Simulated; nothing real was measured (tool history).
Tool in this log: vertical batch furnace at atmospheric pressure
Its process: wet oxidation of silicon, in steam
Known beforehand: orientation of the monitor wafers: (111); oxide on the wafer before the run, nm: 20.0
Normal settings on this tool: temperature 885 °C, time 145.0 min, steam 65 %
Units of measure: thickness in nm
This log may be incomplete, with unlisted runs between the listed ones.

| run | day | temperature | time | steam | read-back reference wafer on the same gauge, thickness | thickness |
|---|---|---|---|---|---|---|
| 1 | 0.000 | 885 | 145.0 | 65 | 269.08 | 290.94 |
| 2 | 1.983 | 885 | 145.0 | 65 | 269.07 | 291.06 |
| 3 | 6.067 | 885 | 145.0 | 65 | 269.11 | 289.93 |
| 4 | 8.212 | 866 | 145.0 | 65 | 269.07 | 234.89 |
| 5 | 11.100 | 900 | 145.0 | 65 | 269.05 | 341.58 |
| 6 | 13.796 | 900 | 145.0 | 65 | 268.90 | 340.58 |
| 7 | 17.875 | 900 | 145.0 | 65 | 269.02 | 340.65 |
| 8 | 20.800 | 875 | 116.0 | 65 | 268.96 | 220.66 |
| 9 | 24.400 | 908 | 113.0 | 65 | 268.92 | 307.28 |

What will run 10 give?
| 10 | 26.829 | 892 | 175.5 | 59 | ? | ? |

read-back reference wafer on the same gauge, thickness: 268.98
thickness: 338.38 nm
Had the tool carried no hidden state, the very same run would have given thickness 326.10 nm.
